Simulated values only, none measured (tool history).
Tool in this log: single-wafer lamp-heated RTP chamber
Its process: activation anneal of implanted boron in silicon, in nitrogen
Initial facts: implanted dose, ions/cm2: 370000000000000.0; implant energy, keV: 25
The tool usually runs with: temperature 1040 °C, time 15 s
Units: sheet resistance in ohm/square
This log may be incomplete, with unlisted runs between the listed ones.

run   hour  temperature  time  wafers since the last listed run  wafers since the last pyrometer calibration  wafers since the reflector plate was cleaned  hours since the gauge calibration  read-back reference wafer on the same gauge, sheet resistance  sheet resistance
  1      0         1040    15                                 0                                         2647                                          4128                              422.1                                                         211.35            258.88
  2   13.7         1040    15                               166                                         2814                                          4294                              435.8                                                         211.31            258.01
  3  109.7         1040    15                              1168                                         3983                                          5463                              531.8                                                         211.14            257.41
  4  140.4         1040    15                               373                                         4357                                          5837                              562.5                                                         211.06             257.8
  5  158.5         1040    15                               220                                         4577                                          6057                              580.6                                                         211.14            258.09
  6  174.2         1040    15                               191                                         4768                                          6248                              596.3                                                         211.04            258.02
  7    201         1049    15                               326                                         5094                                          6575                              623.1                                                         210.98            257.52
  8  227.6         1049    15                               323                                         5418                                          6898                              649.7                                                         210.98            256.98
  9  239.7         1049    15                               147                                         5566                                          7046                              661.8                                                         210.91            256.89
 10  265.4         1040    15                               312                                         5878                                          7359                              687.5                                                         210.88            258.45
 11  290.5         1040    15                               305                                         6184                                          7664                              712.6                                                         210.82             258.4
     315.1  -- pyrometer window cleaned and pyrometer calibrated
 12  315.6         1059    15                               208                                            6                                          7872                              737.7                                                         210.75            256.01
 13  332.3         1040    15                               203                                          209                                          8076                              754.4                                                         210.74            258.06
 14  363.7         1040    15                               382                                          591                                          8458                              785.8                                                         210.66            258.04
 15  385.8         1017    15                               269                                          860                                          8727                              807.9                                                         210.75            260.37
 16  399.2         1017    15                               163                                         1023                                          8890                              821.3                                                         210.73            259.33
 17  412.3         1058    22                               159                                         1183                                          9050                              834.4                                                         210.64            255.59
 18  448.1         1061    18                               435                                         1619                                          9485                              870.2                                                         210.53            255.39
 19  466.8         1040    15                               227                                         1846                                          9713                              888.9                                                         210.59            258.05
 20  493.9         1061    18                               329                                         2176                                         10043                                916                                                          210.5            254.77
 21  519.8         1062    24                               315                                         2492                                         10358                              941.9                                                         210.54            254.55
 22  543.8         1040    15                               292                                         2784                                         10650                              965.9                                                         210.49            257.32
 23  566.8         1029    22                               280                                         3064                                         10930                              988.9                                                         210.41            257.54
 24    583         1040    11                               197                                         3261                                         11128                             1005.1                                                         210.29             257.6
 25  612.5         1014    18                               359                                         3620                                         11487                             1034.6                                                          210.4             259.5
     613.3  -- gauge calibrated
 26  631.9         1030    13                               236                                         3856                                         11723                               18.6                                                         212.04            260.25
 27    656         1023    19                               293                                         4150                                         12016                               42.7                                                         212.05            259.67
 28    686         1057    12                               365                                         4515                                         12382                               72.7                                                         211.88            258.98
     696.7  -- reflector plate cleaned
 29  712.7         1067    15                               227                                         4743                                           194                               99.4                                                         211.84            257.44
 30  728.2         1040    15                               188                                         4931                                           382                              114.9                                                         211.75            258.85
 31  745.6         1059    21                               211                                         5143                                           594                              132.3                                                         211.78            257.13
 32  772.2         1019     8                               323                                         5467                                           918                              158.9                                                         211.88            263.34
 33  795.2         1063     6                               280                                         5747                                          1198                              181.9                                                         211.76            258.58
 34  824.6         1022    12                               357                                         6105                                          1556                              211.3                                                         211.67            261.29
 35  850.1         1059    21                               310                                         6415                                          1866                              236.8                                                         211.63            257.21
 36    870         1040    18                               242                                         6658                                          2109                              256.7                                                          211.6            257.63
 37  896.7         1051    11                               325                                         6983                                          2434                              283.4                                                         211.62            258.57

Some steps in sheet resistance, run to run, broken into two amounts with sign: the step expected even without the hidden condition (settings, incoming material, random variation), and the rest, left for the hidden condition together with whatever gauge scatter is not in both the measured and the hidden-condition-free result:
Unlogged tool condition in this case: true wafer temperature minus pyrometer reading, K; wafer temperature error from the tarnished reflector plate, K; gauge reads high (%).
Run 2 -> 3: no setting touched and nothing written in the log between the runs. sheet resistance -0.6 ohm/square: hidden state -0.18, all else -0.42.
Run 24 -> 25: temperature 1040 -> 1014, time 11 -> 18. sheet resistance +1.9 ohm/square: hidden state -0.08, all else +1.98.
Run 25 -> 26: temperature 1014 -> 1030, time 18 -> 13, gauge calibrated. sheet resistance +0.75 ohm/square: hidden state +2.02, all else -1.27.
Run 31 -> 32: temperature 1059 -> 1019, time 21 -> 8. sheet resistance +6.21 ohm/square: hidden state -0.07, all else +6.28.
Run 32 -> 33: temperature 1019 -> 1063, time 8 -> 6. sheet resistance -4.76 ohm/square: hidden state -0.03, all else -4.73.
Run 34 -> 35: temperature 1022 -> 1059, time 12 -> 21. sheet resistance -4.08 ohm/square: hidden state -0.05, all else -4.03.

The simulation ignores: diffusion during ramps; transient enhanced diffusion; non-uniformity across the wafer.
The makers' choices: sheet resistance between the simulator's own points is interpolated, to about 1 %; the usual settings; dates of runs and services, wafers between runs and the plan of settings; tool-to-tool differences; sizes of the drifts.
